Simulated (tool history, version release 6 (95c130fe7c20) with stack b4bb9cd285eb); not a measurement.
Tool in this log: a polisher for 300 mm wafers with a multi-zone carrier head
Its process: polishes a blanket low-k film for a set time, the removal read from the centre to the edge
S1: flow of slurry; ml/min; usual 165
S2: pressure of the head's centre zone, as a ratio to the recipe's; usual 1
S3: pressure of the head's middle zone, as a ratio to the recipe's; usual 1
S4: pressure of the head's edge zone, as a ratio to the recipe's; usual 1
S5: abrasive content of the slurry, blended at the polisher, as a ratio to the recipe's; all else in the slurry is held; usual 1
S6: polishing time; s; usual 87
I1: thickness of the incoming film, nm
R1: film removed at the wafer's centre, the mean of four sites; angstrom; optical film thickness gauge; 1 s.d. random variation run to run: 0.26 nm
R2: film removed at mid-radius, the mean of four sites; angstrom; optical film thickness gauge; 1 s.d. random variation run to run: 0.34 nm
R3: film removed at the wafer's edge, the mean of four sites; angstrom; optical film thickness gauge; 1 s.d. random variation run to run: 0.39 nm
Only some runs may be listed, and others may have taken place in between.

| run | hour | S1 | S2 | S3 | S4 | S5 | S6 | I1 | R1 | R2 | R3 |
|---|---|---|---|---|---|---|---|---|---|---|---|
| 1 | 0 | 165 | 1 | 1 | 1 | 1 | 64 | 708 | 280 | 281 | 282 |
| 2 | 12.1 | 165 | 1 | 1 | 1 | 1 | 87 | 714.6 | 383 | 379 | 383 |
| 3 | 32.2 | 165 | 1 | 1.06 | 1.06 | 0.75 | 64 | 713.4 | 244 | 255 | 248 |
| 4 | 46.1 | 145 | 1 | 1 | 1 | 1 | 87 | 721.8 | 373 | 364 | 375 |
| 5 | 60.7 | 165 | 1 | 1 | 1 | 0.75 | 87 | 697 | 331 | 333 | 328 |
|  | 79.2 | slurry nozzle cleaned |
| 6 | 81.2 | 165 | 1 | 1.08 | 0.95 | 1 | 87 | 714.4 | 391 | 414 | 377 |
| 7 | 95.3 | 185 | 1 | 1 | 1 | 1 | 87 | 713 | 394 | 391 | 389 |
| 8 | 127.1 | 205 | 1 | 1 | 1 | 1 | 87 | 721.8 | 398 | 393 | 398 |
|  | 145.3 | worn pad replaced by a new one |
| 9 | 151.9 | 165 | 1 | 1 | 1 | 1 | 68 | 719.4 | 298 | 293 | 305 |
| 10 | 164.5 | 165 | 1 | 1 | 1 | 1 | 87 | 718 | 385 | 376 | 383 |
| 11 | 191.8 | 165 | 1 | 1.12 | 1 | 1 | 87 | 710.2 | 384 | 408 | 381 |
|  | 205.2 | carrier head's membrane replaced by a new one |
| 12 | 216.8 | 165 | 1 | 1 | 1 | 1 | 104 | 722.7 | 458 | 449 | 454 |
| 13 | 242.1 | 165 | 1 | 1 | 1.09 | 0.75 | 115 | 709.1 | 435 | 432 | 455 |
| 14 | 264.3 | 165 | 1 | 1 | 1.06 | 1 | 87 | 710.2 | 380 | 377 | 394 |
| 15 | 282 | 190 | 1 | 1.11 | 1 | 1 | 87 | 710.2 | 388 | 414 | 384 |
| 16 | 298.6 | 140 | 1 | 1 | 1 | 1 | 87 | 697.4 | 362 | 364 | 372 |
|  | 324.2 | slurry nozzle cleaned |
|  | 331.9 | worn pad replaced by a new one |
| 17 | 332.4 | 165 | 1 | 1 | 0.96 | 1 | 62 | 711.4 | 275 | 275 | 271 |
| 18 | 351.1 | 165 | 1 | 1 | 1.12 | 0.9 | 87 | 711.2 | 372 | 363 | 391 |
| 19 | 372.8 | 165 | 1 | 1 | 1 | 1 | 87 | 696.7 | 381 | 381 | 384 |
| 20 | 399.1 | 180 | 1 | 1 | 0.92 | 1 | 69 | 712.5 | 307 | 303 | 297 |
| 21 | 428.3 | 165 | 0.94 | 1 | 1 | 0.85 | 87 | 706.7 | 334 | 348 | 354 |
| 22 | 447.5 | 165 | 0.93 | 0.9 | 1.1 | 1.3 | 87 | 717.8 | 396 | 387 | 448 |

Some steps in R1 between neighbouring runs. How much of each would the tool show without its hidden state too (settings, what came in, random variation), and how much is left for the hidden state, with any gauge scatter that isn't in both results?
Unlogged tool condition in this case: removal rate lost through wear of the pad, %; slurry flow missing at the pad, %; deviation of the centre zone's pressure from its setpoint, %; deviation of the edge zone's pressure from its setpoint, %.
Run 2 -> 3: S3 1 -> 1.06, S4 1 -> 1.06, S5 1 -> 0.75, S6 87 -> 64. R1 -139 angstrom: hidden state +3, all else -142.
Run 3 -> 4: S1 165 -> 145, S3 1.06 -> 1, S4 1.06 -> 1, S5 0.75 -> 1, S6 64 -> 87. R1 +129 angstrom: hidden state -5, all else +134.
Run 5 -> 6: S3 1 -> 1.08, S4 1 -> 0.95, S5 0.75 -> 1, slurry nozzle cleaned. R1 +60 angstrom: hidden state +9, all else +51.
Run 16 -> 17: S1 140 -> 165, S4 1 -> 0.96, S6 87 -> 62, slurry nozzle cleaned, worn pad replaced by a new one. R1 -87 angstrom: hidden state +13, all else -100.
